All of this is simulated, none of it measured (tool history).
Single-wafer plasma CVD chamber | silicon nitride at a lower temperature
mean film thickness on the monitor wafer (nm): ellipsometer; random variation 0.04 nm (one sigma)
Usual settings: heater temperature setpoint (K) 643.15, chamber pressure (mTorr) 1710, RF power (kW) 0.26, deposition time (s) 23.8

run	day	heater temperature setpoint (K)	chamber pressure (mTorr)	RF power (kW)	deposition time (s)	wafers since the last listed run	hours since the last thermocouple change	hours since the last RF generator calibration	hours since the last manometer calibration	hours since the showerhead was replaced	hours since the gauge calibration	read-back reference wafer on the same gauge, thickness_nm	mean film thickness on the monitor wafer (nm)
1	0	643.15	1710	0.26	23.8	0	2043.7	1136.9	2132.2	7549.7	105.9	23.497	23.025
2	4.112	643.15	1710	0.26	23.8	2544	2142.4	1235.6	2230.9	7648.4	204.6	23.509	22.902
3	7.629	643.15	1710	0.26	23.8	2176	2226.8	1320	2315.3	7732.8	289	23.496	22.827
4	9.796	643.15	1710	0.26	23.8	1340	2278.8	1372	2367.3	7784.8	341	23.496	22.855
5	13.338	643.15	1710	0.26	23.8	2191	2363.8	1457	2452.3	7869.8	426	23.512	22.679
# day 15.608: thermocouple changed; heater temperature recalibrated
6	16.529	643.15	1710	0.26	23.8	1768	22.1	1533.6	2528.9	7946.4	502.6	23.501	22.615
7	18.383	643.15	1710	0.26	23.8	1147	66.6	1578.1	2573.4	7990.9	547.1	23.511	22.578
# day 19.488: showerhead replaced
# day 20.558: gauge calibrated
8	21.75	632.15	1710	0.26	23.8	1877	147.4	1658.9	2654.2	54.3	28.6	23.493	22.561
# day 24.088: capacitance manometer re-zeroed and calibrated
9	24.521	643.15	1710	0.26	23.8	1508	213.9	1725.4	10.4	120.8	95.1	23.487	22.834
10	28.638	643.15	1540	0.26	23.8	2547	312.7	1824.2	109.2	219.6	193.9	23.507	22.173
11	30.375	643.15	1710	0.26	26.3	1075	354.4	1865.9	150.9	261.3	235.6	23.491	25.071
12	33.912	630.15	1530	0.215	25	2189	439.3	1950.8	235.8	346.2	320.5	23.482	19.746
13	35.883	643.15	1710	0.305	23.8	1219	486.6	1998.1	283.1	393.5	367.8	23.501	25.659
# day 39.629: RF generator calibrated
14	39.65	654.15	1710	0.26	23.8	2124	577	0.5	373.5	483.9	458.2	23.503	23.412
15	43.467	647.15	1710	0.26	27.6	2361	668.6	92.1	465.1	575.5	549.8	23.482	27.132
# day 44.196: gauge calibrated
16	45.867	643.15	1710	0.26	23.8	1485	726.2	149.7	522.7	633.1	40.1	23.493	23.479
17	49.858	656.15	1710	0.3	21.8	2470	822	245.5	618.5	728.9	135.9	23.516	23.996

4 ways to go on from here, each from the tool as it stands after run 17. What would each give?
A	49.875	643.15	1710	0.225	23.8	10	822.4	245.9	618.9	729.3	136.3	?	?
B	49.875	643.15	2060	0.26	20.4	10	822.4	245.9	618.9	729.3	136.3	?	?
C	49.875	643.15	1380	0.26	23.8	10	822.4	245.9	618.9	729.3	136.3	?	?
D	49.875	637.15	1710	0.225	26.9	10	822.4	245.9	618.9	729.3	136.3	?	?

run	read-back reference wafer on the same gauge, thickness_nm	mean film thickness on the monitor wafer (nm)
A	23.511	20.675
B	23.511	20.951
C	23.511	22.22
D	23.511	23.419
Without the tool's hidden state the same runs would have given:
run	mean film thickness on the monitor wafer (nm)
A	20.719
B	20.995
C	22.263
D	23.47

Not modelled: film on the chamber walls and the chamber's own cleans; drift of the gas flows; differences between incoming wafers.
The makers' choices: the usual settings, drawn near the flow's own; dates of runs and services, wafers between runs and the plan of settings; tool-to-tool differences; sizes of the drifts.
